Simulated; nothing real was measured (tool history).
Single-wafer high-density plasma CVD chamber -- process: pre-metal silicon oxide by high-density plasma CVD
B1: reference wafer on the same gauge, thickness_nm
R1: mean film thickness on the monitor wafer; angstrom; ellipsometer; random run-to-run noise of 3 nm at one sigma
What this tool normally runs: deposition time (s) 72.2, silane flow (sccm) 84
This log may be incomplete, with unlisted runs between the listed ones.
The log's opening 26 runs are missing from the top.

run 27 hour=2250.5 | deposition_time_(s)=80.2 silane_flow_(sccm)=84 | B1=527.671 | R1=6470.64
run 28 hour=2287.6 | deposition_time_(s)=72.2 silane_flow_(sccm)=95 | B1=527.715 | R1=6418.98
run 29 hour=2391.3 | deposition_time_(s)=64.4 silane_flow_(sccm)=84 | B1=527.429 | R1=5177.21
run 30 hour=2441.8 | deposition_time_(s)=72.2 silane_flow_(sccm)=84 | B1=527.938 | R1=5792.77
run 31 hour=2509.8 | deposition_time_(s)=77.3 silane_flow_(sccm)=92 | B1=527.574 | R1=6718.69
run 32 hour=2609.4 | deposition_time_(s)=72.2 silane_flow_(sccm)=84 | B1=528.03 | R1=5734.5
run 33 hour=2661.5 | deposition_time_(s)=83.1 silane_flow_(sccm)=74 | B1=527.752 | R1=5992.14
run 34 hour=2697.7 | deposition_time_(s)=78.5 silane_flow_(sccm)=94 | B1=528.337 | R1=6942.11
run 35 hour=2768.9 | deposition_time_(s)=72.2 silane_flow_(sccm)=88 | B1=527.826 | R1=6026.19
run 36 hour=3086.2 | deposition_time_(s)=72.2 silane_flow_(sccm)=84 | B1=527.895 | R1=5824.22
run 37 hour=3142.8 | deposition_time_(s)=67.7 silane_flow_(sccm)=84 | B1=528.169 | R1=5412.43
run 38 hour=3187.4 | deposition_time_(s)=72.2 silane_flow_(sccm)=70 | B1=528.059 | R1=5020.81
run 39 hour=3293.5 | deposition_time_(s)=72.2 silane_flow_(sccm)=88 | B1=528.471 | R1=6073.16
run 40 hour=3367.3 | deposition_time_(s)=79.9 silane_flow_(sccm)=88 | B1=528.476 | R1=6726.84
run 41 hour=3440.9 | deposition_time_(s)=62.4 silane_flow_(sccm)=78 | B1=528.196 | R1=4726.73
run 42 hour=3529.4 | deposition_time_(s)=60.1 silane_flow_(sccm)=77 | B1=527.75 | R1=4510.13
run 43 hour=3625.7 | deposition_time_(s)=72.2 silane_flow_(sccm)=84 | B1=528.556 | R1=5805.88
run 44 hour=3687.1 | deposition_time_(s)=64.1 silane_flow_(sccm)=76 | B1=528.43 | R1=4793.2

Forecast each of these 4 alternatives for the next run:
run A hour=3687.5 | deposition_time_(s)=72.2 silane_flow_(sccm)=94 | B1=? | R1=?
run B hour=3687.5 | deposition_time_(s)=78.1 silane_flow_(sccm)=84 | B1=? | R1=?
run C hour=3687.5 | deposition_time_(s)=58.1 silane_flow_(sccm)=84 | B1=? | R1=?
run D hour=3687.5 | deposition_time_(s)=61.5 silane_flow_(sccm)=74 | B1=? | R1=?

run=A B1=527.712 R1=6330.29
run=B B1=527.712 R1=6258.38
run=C B1=527.712 R1=4655.72
run=D B1=527.712 R1=4464.2
With no hidden state in the tool, these same runs would have given:
run=A R1=6330.29
run=B R1=6258.38
run=C R1=4655.72
run=D R1=4464.2
